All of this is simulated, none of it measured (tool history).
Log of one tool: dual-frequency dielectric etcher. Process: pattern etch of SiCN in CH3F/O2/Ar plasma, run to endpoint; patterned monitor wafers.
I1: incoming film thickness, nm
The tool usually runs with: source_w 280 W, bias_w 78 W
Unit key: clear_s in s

Run 1, hour 0.0: usual settings but source_w 230 W, bias_w 65 W; I1 13.57. Result: clear_s 46.2 s.
Run 2, hour 7.8: usual settings but source_w 230 W, bias_w 65 W; I1 13.53. Result: clear_s 44.8 s.
Run 3, hour 15.6: usual settings but source_w 250 W, bias_w 83 W; I1 13.66. Result: clear_s 40.7 s.
Run 4, hour 32.0: usual settings but source_w 250 W, bias_w 83 W; I1 13.62. Result: clear_s 40.1 s.
Run 5, hour 40.7: usual settings but source_w 250 W, bias_w 83 W; I1 13.69. Result: clear_s 40.8 s.
Run 6, hour 58.5: usual settings but source_w 300 W; I1 13.57. Result: clear_s 39.0 s.
Run 7, hour 71.0: usual settings but source_w 300 W; I1 13.72. Result: clear_s 39.6 s.
Run 8, hour 85.3: usual settings but source_w 300 W; I1 13.57. Result: clear_s 39.5 s.
Run 9, hour 102.4: usual settings but source_w 230 W, bias_w 83 W; I1 13.53. Result: clear_s 40.6 s.
Run 10, hour 114.9: usual settings but source_w 230 W, bias_w 83 W; I1 13.53. Result: clear_s 40.9 s.
Run 11, hour 132.5: usual settings; I1 13.51. Result: clear_s 39.4 s.
At hour 162.1: wet clean of the chamber.
Run 12, hour 162.6: usual settings; I1 13.74. Result: clear_s 41.9 s.
Run 13, hour 162.9: usual settings but source_w 230 W, bias_w 67 W; I1 13.61. Result: clear_s 47.1 s.
Run 14, hour 168.1: usual settings but source_w 230 W, bias_w 67 W; I1 13.56. Result: clear_s 46.0 s.
At hour 202.2: upper electrode replaced.
Run 15, hour 202.7: usual settings but source_w 230 W, bias_w 67 W; I1 13.55. Result: clear_s 45.9 s.
Run 16, hour 203.1: usual settings; I1 13.61. Result: clear_s 41.8 s.
Run 17, hour 204.3: usual settings; I1 13.64. Result: clear_s 41.7 s.
Run 18, hour 221.6: usual settings but source_w 250 W, bias_w 66 W; I1 13.73. Result: clear_s 46.3 s.
Run 19, hour 228.0: usual settings but source_w 230 W, bias_w 95 W; I1 13.53. Result: clear_s 39.5 s.
At hour 233.3: bias power generator calibrated.
Run 20, hour 237.3: usual settings but source_w 310 W, bias_w 89 W; I1 13.75. Result: clear_s 38.9 s.
Run 21, hour 246.1: usual settings but source_w 340 W, bias_w 95 W; I1 13.68. Result: clear_s 36.2 s.
Run 22, hour 259.6: usual settings but source_w 210 W; I1 13.57. Result: clear_s 44.2 s.
Run 23, hour 274.7: usual settings but source_w 330 W, bias_w 62 W; I1 13.70. Result: clear_s 44.0 s.
Run 24, hour 288.6: usual settings; I1 13.59. Result: clear_s 41.0 s.
At hour 301.5: source power generator calibrated.
Run 25, hour 302.0: usual settings but source_w 340 W; I1 13.58. Result: clear_s 38.7 s.
Run 26, hour 317.5: usual settings but source_w 340 W, bias_w 97 W; I1 13.64. Result: clear_s 35.8 s.
Run 27, hour 329.1: usual settings but bias_w 59 W; I1 13.57. Result: clear_s 45.8 s.
Run 28, hour 337.9: usual settings; I1 13.62. Result: clear_s 41.1 s.
Run 29, hour 348.4: usual settings but source_w 340 W, bias_w 96 W; I1 13.66. Result: clear_s 35.5 s.
Run 30, hour 355.2: usual settings but source_w 340 W, bias_w 67 W; I1 13.64. Result: clear_s 41.7 s.
Run 31, hour 371.4: usual settings but source_w 340 W, bias_w 59 W; I1 13.52. Result: clear_s 43.8 s.
Run 32, hour 379.2: usual settings but source_w 350 W, bias_w 85 W; I1 13.62. Result: clear_s 37.3 s.
Run 33, hour 396.9: usual settings but source_w 350 W; I1 13.55. Result: clear_s 38.5 s.
Run 34, hour 414.2: usual settings but bias_w 70 W; I1 13.75. Result: clear_s 43.3 s.
Run 35, hour 426.6: usual settings but source_w 230 W, bias_w 93 W; I1 13.60. Result: clear_s 39.3 s.
Run 36, hour 433.7: usual settings; I1 13.61. Result: clear_s 40.8 s.

Pick out some run-to-run changes in clear_s. Of each, how much would a tool without hidden state show as well, from the settings, what came in and chance, and how much is left for the hidden state and any gauge scatter not in both results compared?
Hidden state at play: etch rate over this chamber's usual, %; source power that arrives over what is set, %; bias power that arrives over what is set, %.
Run 2 -> 3: source_w 230 -> 250, bias_w 65 -> 83. clear_s -4.1 s: hidden state +0.2, all else -4.3.
Run 11 -> 12: wet clean of the chamber. clear_s +2.5 s: hidden state +2.3, all else +0.2.
Run 18 -> 19: source_w 250 -> 230, bias_w 66 -> 95. clear_s -6.8 s: hidden state +0.1, all else -6.9.
Run 21 -> 22: source_w 340 -> 210, bias_w 95 -> 78. clear_s +8.0 s: hidden state -0.2, all else +8.2.
Run 26 -> 27: source_w 340 -> 280, bias_w 97 -> 59. clear_s +10.0 s: hidden state -0.2, all else +10.2.
